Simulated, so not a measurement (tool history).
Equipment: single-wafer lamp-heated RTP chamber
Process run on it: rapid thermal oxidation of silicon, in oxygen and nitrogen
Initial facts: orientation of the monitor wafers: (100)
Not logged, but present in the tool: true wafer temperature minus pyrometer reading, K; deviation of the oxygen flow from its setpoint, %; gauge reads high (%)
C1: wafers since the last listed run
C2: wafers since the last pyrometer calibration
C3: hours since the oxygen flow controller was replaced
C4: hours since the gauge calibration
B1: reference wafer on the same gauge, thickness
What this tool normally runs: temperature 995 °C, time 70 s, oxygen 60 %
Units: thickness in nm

Run 1, hour 0: usual settings but time 48 s, oxygen 43 %; C1 0; C2 5269; C3 7265.9; C4 58.5; B1 4.788. Result: thickness 3.933 nm.
Run 2, hour 9: usual settings but time 48 s, oxygen 43 %; C1 133; C2 5402; C3 7274.9; C4 67.5; B1 4.782. Result: thickness 3.935 nm.
Run 3, hour 18.3: usual settings but time 48 s, oxygen 43 %; C1 137; C2 5540; C3 7284.2; C4 76.8; B1 4.782. Result: thickness 3.959 nm.
Run 4, hour 32.8: usual settings; C1 214; C2 5754; C3 7298.7; C4 91.3; B1 4.779. Result: thickness 5.124 nm.
Run 5, hour 41.4: usual settings; C1 127; C2 5882; C3 7307.3; C4 99.9; B1 4.781. Result: thickness 5.116 nm.
Run 6, hour 56.8: usual settings; C1 227; C2 6110; C3 7322.7; C4 115.3; B1 4.776. Result: thickness 5.151 nm.
Run 7, hour 66: usual settings; C1 136; C2 6246; C3 7331.9; C4 124.5; B1 4.786. Result: thickness 5.102 nm.
Run 8, hour 74.3: usual settings; C1 122; C2 6369; C3 7340.2; C4 132.8; B1 4.788. Result: thickness 5.074 nm.
Run 9, hour 82: usual settings; C1 113; C2 6483; C3 7347.9; C4 140.5; B1 4.785. Result: thickness 5.173 nm.
Run 10, hour 92.9: usual settings; C1 161; C2 6644; C3 7358.8; C4 151.4; B1 4.785. Result: thickness 5.164 nm.
At hour 103.6: oxygen flow controller replaced.
Run 11, hour 104.1: usual settings but temperature 1004 °C, time 84 s, oxygen 76 %; C1 47; C2 6691; C3 0.5; C4 162.6; B1 4.784. Result: thickness 6.428 nm.
Run 12, hour 115.7: usual settings; C1 171; C2 6863; C3 12.1; C4 174.2; B1 4.777. Result: thickness 5.122 nm.
At hour 128.7: pyrometer window cleaned and pyrometer calibrated.
Run 13, hour 130.6: usual settings; C1 102; C2 28; C3 27; C4 189.1; B1 4.783. Result: thickness 5.131 nm.
Run 14, hour 144.8: usual settings but temperature 1016 °C, time 55 s, oxygen 51 %; C1 210; C2 238; C3 41.2; C4 203.3; B1 4.782. Result: thickness 5.07 nm.
Run 15, hour 151.9: usual settings but time 103 s, oxygen 47 %; C1 105; C2 343; C3 48.3; C4 210.4; B1 4.782. Result: thickness 5.582 nm.
Run 16, hour 159.8: usual settings; C1 116; C2 460; C3 56.2; C4 218.3; B1 4.781. Result: thickness 5.133 nm.
At hour 161.3: gauge calibrated.
Run 17, hour 177.1: usual settings but temperature 981 °C, time 92 s, oxygen 84 %; C1 256; C2 716; C3 73.5; C4 15.8; B1 4.782. Result: thickness 5.87 nm.
Run 18, hour 192.8: usual settings but temperature 1003 °C, time 36 s, oxygen 83 %; C1 232; C2 949; C3 89.2; C4 31.5; B1 4.774. Result: thickness 4.587 nm.
Run 19, hour 201.9: usual settings but temperature 980 °C, time 52 s, oxygen 81 %; C1 134; C2 1083; C3 98.3; C4 40.6; B1 4.787. Result: thickness 4.525 nm.
Run 20, hour 208: usual settings; C1 90; C2 1174; C3 104.4; C4 46.7; B1 4.783. Result: thickness 5.078 nm.
Run 21, hour 221.2: usual settings but temperature 1023 °C, time 98 s; C1 195; C2 1369; C3 117.6; C4 59.9; B1 4.777. Result: thickness 7.25 nm.

Forecast each of these 4 alternatives for the next run:
Run A, hour 221.6: usual settings; C1 5; C2 1375; C3 118; C4 60.3; B1 ?. Result: thickness ?.
Run B, hour 221.6: usual settings but time 37 s, oxygen 40 %; C1 5; C2 1375; C3 118; C4 60.3; B1 ?. Result: thickness ?.
Run C, hour 221.6: usual settings but temperature 969 °C; C1 5; C2 1375; C3 118; C4 60.3; B1 ?. Result: thickness ?.
Run D, hour 221.6: usual settings but temperature 1020 °C, time 36 s, oxygen 48 %; C1 5; C2 1375; C3 118; C4 60.3; B1 ?. Result: thickness ?.

run     B1  thickness
  A  4.784      5.092
  B  4.784      3.478
  C  4.784      4.237
  D  4.784      4.254
Had the tool no hidden state, the same runs would have come out as:
run  thickness
  A      5.092
  B      3.478
  C      4.237
  D      4.254

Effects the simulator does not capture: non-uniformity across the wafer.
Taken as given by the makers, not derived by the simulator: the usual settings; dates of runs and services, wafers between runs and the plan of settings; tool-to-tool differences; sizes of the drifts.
